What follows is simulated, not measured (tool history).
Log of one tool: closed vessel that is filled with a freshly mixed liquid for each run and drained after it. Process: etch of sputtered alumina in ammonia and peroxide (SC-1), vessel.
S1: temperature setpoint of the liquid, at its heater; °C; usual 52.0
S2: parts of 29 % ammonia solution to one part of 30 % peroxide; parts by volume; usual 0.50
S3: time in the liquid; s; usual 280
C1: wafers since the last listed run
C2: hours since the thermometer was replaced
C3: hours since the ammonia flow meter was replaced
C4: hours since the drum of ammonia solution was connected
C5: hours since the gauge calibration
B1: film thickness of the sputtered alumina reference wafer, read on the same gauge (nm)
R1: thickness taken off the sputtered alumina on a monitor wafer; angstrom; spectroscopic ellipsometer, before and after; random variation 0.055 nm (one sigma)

run,hour,S1,S2,S3,C1,C2,C3,C4,C5,B1,R1
1,0.0,52.0,0.50,280,0,79.8,354.5,330.5,2050.6,120.01,176.1
2,106.9,44.0,0.35,280,12326,186.7,461.4,437.4,2157.5,120.06,108.6
3,211.8,44.0,0.35,280,12096,291.6,566.3,542.3,2262.4,119.95,110.0
4,303.7,44.0,0.35,280,10597,383.5,658.2,634.2,2354.3,119.99,109.1
5,359.6,52.0,0.50,280,6445,439.4,714.1,690.1,2410.2,119.96,176.6
# hour 419.7: gauge calibrated
6,464.6,52.0,0.70,170,12107,544.4,819.1,795.1,44.9,120.04,110.7
7,505.5,43.5,0.50,280,4716,585.3,860.0,836.0,85.8,119.99,109.9
# hour 514.5: new drum of ammonia solution connected
8,608.9,52.0,0.40,355,11807,688.7,963.4,94.4,189.2,119.99,220.7
9,666.9,52.0,0.50,400,6688,746.7,1021.4,152.4,247.2,119.99,252.1
10,762.2,52.0,0.50,280,10989,842.0,1116.7,247.7,342.5,120.01,177.3
11,836.4,58.0,0.55,190,8556,916.2,1190.9,321.9,416.7,119.97,166.6
12,930.5,52.0,0.70,185,10850,1010.3,1285.0,416.0,510.8,120.03,122.1
13,1034.0,52.0,0.60,340,11934,1113.8,1388.5,519.5,614.3,120.00,218.8
# hour 1101.7: ammonia flow meter replaced
14,1108.2,52.0,0.50,280,8440,1188.0,6.5,593.7,688.5,119.93,177.4
15,1185.8,55.5,0.30,280,8948,1265.6,84.1,671.3,766.1,120.02,204.4
16,1362.8,61.5,0.30,145,20410,1442.6,261.1,848.3,943.1,119.96,144.9
# hour 1379.8: new drum of ammonia solution connected
17,1423.8,42.5,0.50,375,6918,1503.6,322.1,44.0,1004.1,120.03,140.5
18,1514.7,52.0,0.50,280,10481,1594.5,413.0,134.9,1095.0,119.98,179.1
19,1600.4,52.0,0.50,280,9882,1680.2,498.7,220.6,1180.7,120.02,178.1
20,1691.8,52.0,0.50,330,10539,1771.6,590.1,312.0,1272.1,119.97,210.6
# hour 1727.4: thermometer replaced
21,1797.9,52.0,0.40,335,12119,70.5,696.2,418.1,1378.2,120.02,207.2
22,1842.8,58.0,0.40,155,5177,115.4,741.1,463.0,1423.1,119.99,131.5
23,1931.0,44.5,0.50,280,10170,203.6,829.3,551.2,1511.3,119.99,116.6
# hour 2046.9: new drum of ammonia solution connected
24,2156.2,46.0,0.50,325,25853,428.8,1054.5,109.3,1736.5,120.02,145.9
25,2204.1,56.5,0.45,230,5523,476.7,1102.4,157.2,1784.4,119.99,183.6
26,2260.6,43.0,0.35,130,6515,533.2,1158.9,213.7,1840.9,120.04,47.7
27,2346.2,52.0,0.50,280,9870,618.8,1244.5,299.3,1926.5,120.02,176.2

Forecast each of these 5 alternatives for the next run:
A,2346.9,52.0,0.50,280,80,619.5,1245.2,300.0,1927.2,?,?
B,2346.9,48.5,0.50,280,80,619.5,1245.2,300.0,1927.2,?,?
C,2346.9,52.0,0.40,280,80,619.5,1245.2,300.0,1927.2,?,?
D,2346.9,54.5,0.35,140,80,619.5,1245.2,300.0,1927.2,?,?
E,2346.9,56.5,0.30,200,80,619.5,1245.2,300.0,1927.2,?,?

run,B1,R1
A,120.01,177.7
B,120.01,146.6
C,120.01,174.0
D,120.01,98.2
E,120.01,153.7
Without the tool's hidden state the same runs would have given:
run,R1
A,176.5
B,145.7
C,172.8
D,97.6
E,152.8
